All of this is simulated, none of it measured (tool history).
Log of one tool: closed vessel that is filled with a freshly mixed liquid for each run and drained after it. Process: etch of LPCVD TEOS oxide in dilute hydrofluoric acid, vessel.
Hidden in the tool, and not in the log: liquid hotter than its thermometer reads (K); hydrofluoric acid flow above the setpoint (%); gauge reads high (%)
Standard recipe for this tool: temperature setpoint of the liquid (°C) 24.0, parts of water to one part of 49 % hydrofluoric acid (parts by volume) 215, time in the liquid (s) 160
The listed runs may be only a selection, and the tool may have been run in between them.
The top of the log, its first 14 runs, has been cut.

| run | hour | temperature setpoint of the liquid (°C) | parts of water to one part of 49 % hydrofluoric acid (parts by volume) | time in the liquid (s) | wafers since the last listed run | hours since the thermometer was replaced | hours since the hydrofluoric acid flow meter was replaced | hours since the gauge calibration | read-back film thickness of the LPCVD TEOS oxide reference wafer, read on the same gauge (nm) | thickness taken off the LPCVD TEOS oxide on a monitor wafer (Å) |
|---|---|---|---|---|---|---|---|---|---|---|
| 15 | 1094.4 | 24.0 | 215 | 230 | 3731 | 145.1 | 1238.5 | 1969.1 | 109.92 | 198.1 |
| 16 | 1168.2 | 22.0 | 145 | 205 | 7208 | 218.9 | 1312.3 | 2042.9 | 109.97 | 271.5 |
| 17 | 1261.8 | 22.0 | 145 | 205 | 9142 | 312.5 | 1405.9 | 2136.5 | 110.08 | 269.4 |
| 18 | 1303.9 | 24.0 | 320 | 160 | 4112 | 354.6 | 1448.0 | 2178.6 | 110.19 | 85.5 |
| 19 | 1355.0 | 27.5 | 135 | 255 | 4991 | 405.7 | 1499.1 | 2229.7 | 110.21 | 439.9 |
| 20 | 1416.8 | 24.0 | 215 | 160 | 6036 | 467.5 | 1560.9 | 2291.5 | 110.28 | 140.3 |
| 21 | 1507.6 | 24.0 | 215 | 230 | 8868 | 558.3 | 1651.7 | 2382.3 | 110.38 | 204.8 |
| 22 | 1593.8 | 28.0 | 215 | 160 | 8419 | 644.5 | 1737.9 | 2468.5 | 110.47 | 164.0 |
| 23 | 1666.4 | 20.5 | 325 | 160 | 7091 | 717.1 | 1810.5 | 2541.1 | 110.50 | 74.5 |
|  | 1670.1 | hydrofluoric acid flow meter replaced |
| 24 | 1708.8 | 24.0 | 180 | 205 | 4043 | 759.5 | 38.7 | 2583.5 | 110.55 | 228.0 |
| 25 | 1772.7 | 20.0 | 305 | 75 | 6241 | 823.4 | 102.6 | 2647.4 | 110.61 | 36.8 |
| 26 | 1863.5 | 20.5 | 320 | 160 | 8868 | 914.2 | 193.4 | 2738.2 | 110.65 | 75.4 |
|  | 1875.1 | gauge calibrated |
| 27 | 1957.3 | 24.0 | 275 | 85 | 9161 | 1008.0 | 287.2 | 82.2 | 101.39 | 49.9 |
| 28 | 2060.4 | 28.0 | 215 | 200 | 10070 | 1111.1 | 390.3 | 185.3 | 102.27 | 190.5 |
| 29 | 2170.1 | 24.0 | 145 | 160 | 10714 | 1220.8 | 500.0 | 295.0 | 103.11 | 211.1 |
| 30 | 2212.6 | 24.0 | 215 | 160 | 4151 | 1263.3 | 542.5 | 337.5 | 103.44 | 132.6 |
| 31 | 2305.8 | 21.0 | 305 | 160 | 9103 | 1356.5 | 635.7 | 430.7 | 104.04 | 77.3 |
| 32 | 2384.9 | 21.0 | 305 | 160 | 7725 | 1435.6 | 714.8 | 509.8 | 104.53 | 77.4 |
| 33 | 2464.2 | 19.5 | 255 | 230 | 7745 | 1514.9 | 794.1 | 589.1 | 104.96 | 132.9 |

What if the next run were any one of these 4? Each begins from the tool's condition after run 33:
| A | 2464.9 | 24.0 | 165 | 160 | 68 | 1515.6 | 794.8 | 589.8 | ? | ? |
| B | 2464.9 | 24.0 | 290 | 160 | 68 | 1515.6 | 794.8 | 589.8 | ? | ? |
| C | 2464.9 | 22.0 | 180 | 115 | 68 | 1515.6 | 794.8 | 589.8 | ? | ? |
| D | 2464.9 | 21.5 | 275 | 85 | 68 | 1515.6 | 794.8 | 589.8 | ? | ? |

| run | read-back film thickness of the LPCVD TEOS oxide reference wafer, read on the same gauge (nm) | thickness taken off the LPCVD TEOS oxide on a monitor wafer (Å) |
|---|---|---|
| A | 105.02 | 185.7 |
| B | 105.02 | 92.7 |
| C | 105.02 | 111.5 |
| D | 105.02 | 48.2 |
The same runs, with their run-to-run variation unchanged, on a tool lacking any hidden condition would have given:
| run | thickness taken off the LPCVD TEOS oxide on a monitor wafer (Å) |
|---|---|
| A | 176.8 |
| B | 88.3 |
| C | 106.2 |
| D | 45.9 |
